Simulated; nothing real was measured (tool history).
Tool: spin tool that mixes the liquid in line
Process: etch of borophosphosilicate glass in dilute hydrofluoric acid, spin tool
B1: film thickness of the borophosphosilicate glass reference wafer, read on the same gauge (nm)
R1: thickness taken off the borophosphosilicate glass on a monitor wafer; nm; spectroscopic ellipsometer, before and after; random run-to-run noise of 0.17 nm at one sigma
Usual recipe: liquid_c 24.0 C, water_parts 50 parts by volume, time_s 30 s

run 1 hour=0.0 | liquid_c=24.0 water_parts=50 time_s=30 | B1=30.02 | R1=29.29
run 2 hour=14.5 | liquid_c=24.0 water_parts=50 time_s=30 | B1=30.03 | R1=29.64
run 3 hour=46.8 | liquid_c=24.0 water_parts=50 time_s=30 | B1=30.00 | R1=30.39
run 4 hour=80.6 | liquid_c=24.0 water_parts=50 time_s=40 | B1=29.96 | R1=40.36
run 5 hour=97.6 | liquid_c=24.0 water_parts=50 time_s=40 | B1=30.01 | R1=41.09
run 6 hour=110.0 | liquid_c=24.0 water_parts=50 time_s=30 | B1=29.98 | R1=30.60
-- hour=131.1 hydrofluoric acid flow meter replaced
run 7 hour=137.8 | liquid_c=24.0 water_parts=45 time_s=30 | B1=30.02 | R1=30.34
-- hour=150.8 gauge calibrated
run 8 hour=170.9 | liquid_c=22.5 water_parts=40 time_s=30 | B1=29.95 | R1=32.59
run 9 hour=206.3 | liquid_c=19.5 water_parts=50 time_s=30 | B1=30.02 | R1=22.86
-- hour=208.2 thermometer replaced
run 10 hour=236.2 | liquid_c=26.0 water_parts=35 time_s=40 | B1=30.02 | R1=53.73
run 11 hour=251.2 | liquid_c=22.5 water_parts=40 time_s=30 | B1=29.99 | R1=30.33
run 12 hour=286.2 | liquid_c=24.0 water_parts=50 time_s=30 | B1=30.03 | R1=25.78
run 13 hour=298.8 | liquid_c=19.0 water_parts=35 time_s=45 | B1=29.97 | R1=45.85
-- hour=315.7 gauge calibrated
run 14 hour=318.2 | liquid_c=24.0 water_parts=50 time_s=50 | B1=30.00 | R1=42.96
run 15 hour=340.5 | liquid_c=22.5 water_parts=65 time_s=45 | B1=30.02 | R1=27.64

Here are 5 independent what-if runs from the current tool condition. What would each one return?
run A hour=340.9 | liquid_c=24.0 water_parts=50 time_s=35 | B1=? | R1=?
run B hour=340.9 | liquid_c=22.5 water_parts=55 time_s=25 | B1=? | R1=?
run C hour=340.9 | liquid_c=27.0 water_parts=65 time_s=20 | B1=? | R1=?
run D hour=340.9 | liquid_c=29.0 water_parts=50 time_s=15 | B1=? | R1=?
run E hour=340.9 | liquid_c=20.0 water_parts=50 time_s=30 | B1=? | R1=?

run=A B1=29.98 R1=30.41
run=B B1=29.98 R1=18.45
run=C B1=29.98 R1=14.78
run=D B1=29.98 R1=15.94
run=E B1=29.98 R1=22.07
The same runs, with their run-to-run variation unchanged, on a tool lacking any hidden condition would have given:
run=A R1=28.62
run=B R1=17.35
run=C R1=13.91
run=D R1=15.01
run=E R1=20.75

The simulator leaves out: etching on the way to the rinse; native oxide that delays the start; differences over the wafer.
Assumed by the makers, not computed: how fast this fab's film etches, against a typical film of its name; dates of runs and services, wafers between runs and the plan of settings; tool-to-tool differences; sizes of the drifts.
